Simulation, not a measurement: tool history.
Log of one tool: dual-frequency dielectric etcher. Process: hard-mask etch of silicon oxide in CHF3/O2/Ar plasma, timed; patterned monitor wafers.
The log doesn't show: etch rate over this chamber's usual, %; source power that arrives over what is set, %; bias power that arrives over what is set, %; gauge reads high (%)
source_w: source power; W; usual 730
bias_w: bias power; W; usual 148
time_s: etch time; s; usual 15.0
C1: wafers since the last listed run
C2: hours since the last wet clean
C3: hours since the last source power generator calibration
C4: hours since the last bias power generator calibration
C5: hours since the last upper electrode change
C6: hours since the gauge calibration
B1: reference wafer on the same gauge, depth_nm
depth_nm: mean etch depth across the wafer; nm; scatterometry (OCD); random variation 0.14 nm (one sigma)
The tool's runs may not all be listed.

{"run": 1, "hour": 0.0, "source_w": 730, "bias_w": 148, "time_s": 15.0, "C1": 0, "C2": 398.1, "C3": 2216.0, "C4": 1019.9, "C5": 3058.2, "C6": 577.4, "B1": 26.01, "depth_nm": 29.03}
{"run": 2, "hour": 26.7, "source_w": 730, "bias_w": 148, "time_s": 15.0, "C1": 563, "C2": 424.8, "C3": 2242.7, "C4": 1046.6, "C5": 3084.9, "C6": 604.1, "B1": 25.99, "depth_nm": 29.19}
{"run": 3, "hour": 51.4, "source_w": 730, "bias_w": 148, "time_s": 15.0, "C1": 521, "C2": 449.5, "C3": 2267.4, "C4": 1071.3, "C5": 3109.6, "C6": 628.8, "B1": 25.96, "depth_nm": 29.35}
{"run": 4, "hour": 106.7, "source_w": 730, "bias_w": 148, "time_s": 15.0, "C1": 1166, "C2": 504.8, "C3": 2322.7, "C4": 1126.6, "C5": 3164.9, "C6": 684.1, "B1": 25.87, "depth_nm": 29.08}
{"run": 5, "hour": 151.4, "source_w": 730, "bias_w": 148, "time_s": 15.0, "C1": 942, "C2": 549.5, "C3": 2367.4, "C4": 1171.3, "C5": 3209.6, "C6": 728.8, "B1": 25.77, "depth_nm": 28.94}
{"run": 6, "hour": 200.5, "source_w": 730, "bias_w": 148, "time_s": 15.0, "C1": 1035, "C2": 598.6, "C3": 2416.5, "C4": 1220.4, "C5": 3258.7, "C6": 777.9, "B1": 25.75, "depth_nm": 28.9}
{"run": 7, "hour": 258.3, "source_w": 730, "bias_w": 148, "time_s": 15.0, "C1": 1219, "C2": 656.4, "C3": 2474.3, "C4": 1278.2, "C5": 3316.5, "C6": 835.7, "B1": 25.6, "depth_nm": 28.71}
{"hour": 286.1, "done": "wet clean of the chamber"}
{"run": 8, "hour": 292.6, "source_w": 690, "bias_w": 173, "time_s": 15.0, "C1": 217, "C2": 6.5, "C3": 2508.6, "C4": 1312.5, "C5": 3350.8, "C6": 870.0, "B1": 25.58, "depth_nm": 29.69}
{"run": 9, "hour": 354.8, "source_w": 730, "bias_w": 148, "time_s": 15.0, "C1": 1312, "C2": 68.7, "C3": 2570.8, "C4": 1374.7, "C5": 3413.0, "C6": 932.2, "B1": 25.46, "depth_nm": 28.85}
{"run": 10, "hour": 422.4, "source_w": 870, "bias_w": 148, "time_s": 15.0, "C1": 1426, "C2": 136.3, "C3": 2638.4, "C4": 1442.3, "C5": 3480.6, "C6": 999.8, "B1": 25.31, "depth_nm": 30.71}
{"hour": 477.9, "done": "bias power generator calibrated"}
{"run": 11, "hour": 483.0, "source_w": 730, "bias_w": 148, "time_s": 15.0, "C1": 1194, "C2": 196.9, "C3": 2699.0, "C4": 5.1, "C5": 3541.2, "C6": 1060.4, "B1": 25.19, "depth_nm": 28.21}
{"hour": 485.9, "done": "gauge calibrated"}
{"run": 12, "hour": 508.2, "source_w": 730, "bias_w": 177, "time_s": 15.0, "C1": 531, "C2": 222.1, "C3": 2724.2, "C4": 30.3, "C5": 3566.4, "C6": 22.3, "B1": 26.43, "depth_nm": 31.33}
{"hour": 572.4, "done": "upper electrode replaced"}
{"run": 13, "hour": 572.9, "source_w": 730, "bias_w": 148, "time_s": 13.5, "C1": 858, "C2": 286.8, "C3": 2788.9, "C4": 95.0, "C5": 0.5, "C6": 87.0, "B1": 26.42, "depth_nm": 26.62}
{"run": 14, "hour": 758.6, "source_w": 730, "bias_w": 181, "time_s": 15.0, "C1": 3917, "C2": 472.5, "C3": 2974.6, "C4": 280.7, "C5": 186.2, "C6": 272.7, "B1": 26.32, "depth_nm": 31.95}
{"run": 15, "hour": 815.8, "source_w": 800, "bias_w": 117, "time_s": 19.0, "C1": 1206, "C2": 529.7, "C3": 3031.8, "C4": 337.9, "C5": 243.4, "C6": 329.9, "B1": 26.29, "depth_nm": 36.12}
{"run": 16, "hour": 851.4, "source_w": 730, "bias_w": 148, "time_s": 15.0, "C1": 751, "C2": 565.3, "C3": 3067.4, "C4": 373.5, "C5": 279.0, "C6": 365.5, "B1": 26.3, "depth_nm": 29.65}
{"hour": 888.0, "done": "wet clean of the chamber"}
{"run": 17, "hour": 895.6, "source_w": 870, "bias_w": 167, "time_s": 13.5, "C1": 426, "C2": 7.6, "C3": 3111.6, "C4": 417.7, "C5": 323.2, "C6": 409.7, "B1": 26.25, "depth_nm": 29.82}
{"run": 18, "hour": 943.4, "source_w": 590, "bias_w": 148, "time_s": 15.0, "C1": 1008, "C2": 55.4, "C3": 3159.4, "C4": 465.5, "C5": 371.0, "C6": 457.5, "B1": 26.17, "depth_nm": 26.97}
{"run": 19, "hour": 971.1, "source_w": 730, "bias_w": 148, "time_s": 15.0, "C1": 584, "C2": 83.1, "C3": 3187.1, "C4": 493.2, "C5": 398.7, "C6": 485.2, "B1": 26.18, "depth_nm": 29.4}
{"run": 20, "hour": 1012.0, "source_w": 670, "bias_w": 148, "time_s": 15.0, "C1": 862, "C2": 124.0, "C3": 3228.0, "C4": 534.1, "C5": 439.6, "C6": 526.1, "B1": 26.13, "depth_nm": 28.5}
{"hour": 1042.6, "done": "source power generator calibrated"}
{"run": 21, "hour": 1050.6, "source_w": 870, "bias_w": 163, "time_s": 17.5, "C1": 729, "C2": 162.6, "C3": 8.0, "C4": 572.7, "C5": 478.2, "C6": 564.7, "B1": 26.07, "depth_nm": 37.86}

Forecast run 22:
{"run": 22, "hour": 1100.9, "source_w": 730, "bias_w": 148, "time_s": 15.0, "C1": 1061, "C2": 212.9, "C3": 58.3, "C4": 623.0, "C5": 528.5, "C6": 615.0, "B1": "?", "depth_nm": "?"}

{"run 22": {"B1": 26.0, "depth_nm": 29.36}}
Without the tool's hidden state the same run would have given depth_nm 29.67 nm.
